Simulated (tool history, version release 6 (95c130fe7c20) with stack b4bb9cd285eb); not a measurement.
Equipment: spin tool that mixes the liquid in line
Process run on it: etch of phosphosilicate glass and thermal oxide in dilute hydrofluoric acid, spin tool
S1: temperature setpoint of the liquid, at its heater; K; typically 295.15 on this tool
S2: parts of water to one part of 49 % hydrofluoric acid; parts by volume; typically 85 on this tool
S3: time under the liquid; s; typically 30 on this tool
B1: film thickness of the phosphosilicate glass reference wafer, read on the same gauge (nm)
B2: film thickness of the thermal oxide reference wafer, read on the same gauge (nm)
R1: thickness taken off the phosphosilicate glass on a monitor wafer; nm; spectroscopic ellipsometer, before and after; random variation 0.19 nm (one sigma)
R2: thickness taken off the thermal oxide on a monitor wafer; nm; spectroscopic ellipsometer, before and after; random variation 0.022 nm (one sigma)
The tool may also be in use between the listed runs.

run   hour      S1   S2  S3      B1      B2     R1     R2
  1    0.0  295.15   85  30  149.98  70.006  37.47  1.367
  2   29.4  295.15   85  30  149.95  69.982  37.82  1.368
  3   42.7  295.15   85  30  150.03  70.039  37.50  1.361
  4  139.8  295.15   85  30  149.99  69.989  36.71  1.341
     166.6  -- thermometer replaced
  5  210.1  295.15   85  30  150.02  70.043  41.86  1.484
  6  234.8  295.15   85  30  149.99  70.018  41.37  1.487
  7  261.8  295.15   85  30  149.97  69.991  41.35  1.447
  8  285.7  295.15   85  30  149.97  69.986  40.86  1.469
     289.3  -- hydrofluoric acid flow meter replaced
  9  317.9  293.15  115  30  150.00  70.024  28.23  1.008
 10  336.3  292.65  105  50  149.99  70.037  50.88  1.884
     342.2  -- gauge calibrated
 11  369.8  295.15   85  30  150.02  70.008  42.92  1.563
 12  384.4  295.15   85  30  149.99  70.035  42.57  1.502
 13  414.0  291.65   85  15  149.99  69.951  18.36  0.659
 14  446.1  296.65  110  50  149.99  69.977  56.61  2.035
 15  478.3  291.65  110  20  150.03  69.968  18.41  0.659
 16  511.9  293.15   65  30  150.00  70.012  51.92  1.860
 17  537.0  295.15   65  15  150.03  69.990  28.00  1.028

Branching from run 17: 4 alternative next runs. What would each branch give?
  A  537.4  295.15  85  30   ?   ?   ?   ?
  B  537.4  297.65  85  30   ?   ?   ?   ?
  C  537.4  295.15  85  45   ?   ?   ?   ?
  D  537.4  295.15  85  50   ?   ?   ?   ?

run      B1      B2     R1     R2
  A  149.98  69.955  41.98  1.521
  B  149.98  69.955  46.44  1.683
  C  149.98  69.955  62.97  2.282
  D  149.98  69.955  69.96  2.535
What these runs would have given with no unlogged condition in the tool:
run     R1     R2
  A  44.25  1.603
  B  48.94  1.773
  C  66.37  2.405
  D  73.75  2.672
